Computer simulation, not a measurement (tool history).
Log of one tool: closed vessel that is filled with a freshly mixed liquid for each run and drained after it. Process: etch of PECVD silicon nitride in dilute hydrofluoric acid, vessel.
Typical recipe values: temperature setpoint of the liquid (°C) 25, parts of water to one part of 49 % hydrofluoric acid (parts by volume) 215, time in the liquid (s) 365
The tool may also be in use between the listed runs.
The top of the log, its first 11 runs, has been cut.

| run | hour | temperature setpoint of the liquid (°C) | parts of water to one part of 49 % hydrofluoric acid (parts by volume) | time in the liquid (s) | wafers since the last listed run | hours since the thermometer was replaced | hours since the hydrofluoric acid flow meter was replaced | hours since the gauge calibration | read-back film thickness of the PECVD silicon nitride reference wafer, read on the same gauge (nm) | thickness taken off the PECVD silicon nitride on a monitor wafer (nm) |
|---|---|---|---|---|---|---|---|---|---|---|
| 12 | 1169.1 | 25 | 215 | 365 | 13989 | 777.6 | 2249.7 | 1027 | 126.02 | 5.23 |
| 13 | 1273.6 | 23.5 | 245 | 435 | 5296 | 882.1 | 2354.2 | 1131.5 | 125.68 | 4.97 |
| 14 | 1320.1 | 25 | 215 | 365 | 2356 | 928.6 | 2400.7 | 1178 | 125.51 | 5.22 |
| 15 | 1363.3 | 25 | 265 | 300 | 2189 | 971.8 | 2443.9 | 1221.2 | 125.4 | 3.49 |
| 16 | 1405 | 22 | 215 | 365 | 2113 | 1013.5 | 2485.6 | 1262.9 | 125.21 | 4.29 |
|  | 1434.3 | hydrofluoric acid flow meter replaced |
| 17 | 1500.7 | 26.5 | 135 | 535 | 4799 | 1109.2 | 66.4 | 1358.6 | 124.91 | 13.4 |
| 18 | 1604.5 | 25 | 215 | 365 | 5261 | 1213 | 170.2 | 1462.4 | 124.59 | 5.16 |
| 19 | 1690.6 | 28 | 215 | 365 | 4363 | 1299.1 | 256.3 | 1548.5 | 124.29 | 6.19 |
| 20 | 1736.5 | 25 | 215 | 365 | 2326 | 1345 | 302.2 | 1594.4 | 124.1 | 5.16 |
| 21 | 1817.1 | 25 | 215 | 365 | 4085 | 1425.6 | 382.8 | 1675 | 123.82 | 5.16 |
| 22 | 1904.4 | 29.5 | 255 | 270 | 4424 | 1512.9 | 470.1 | 1762.3 | 123.56 | 4.21 |
|  | 1919.9 | gauge calibrated |
|  | 1946.1 | thermometer replaced |
| 23 | 1998.8 | 25 | 215 | 475 | 4733 | 52.7 | 564.5 | 78.9 | 129.57 | 7.01 |
| 24 | 2104.2 | 21.5 | 215 | 290 | 5342 | 158.1 | 669.9 | 184.3 | 129.22 | 3.42 |

Estimate the outcome of run 25 from the log above:
| 25 | 2147.8 | 23.5 | 245 | 435 | 2209 | 201.7 | 713.5 | 227.9 | ? | ? |

{"run 25": {"read-back film thickness of the PECVD silicon nitride reference wafer, read on the same gauge (nm)": 129.11, "thickness taken off the PECVD silicon nitride on a monitor wafer (nm)": 5.12}}
With no hidden state in the tool, this same run would have given thickness taken off the PECVD silicon nitride on a monitor wafer (nm) 5.16.
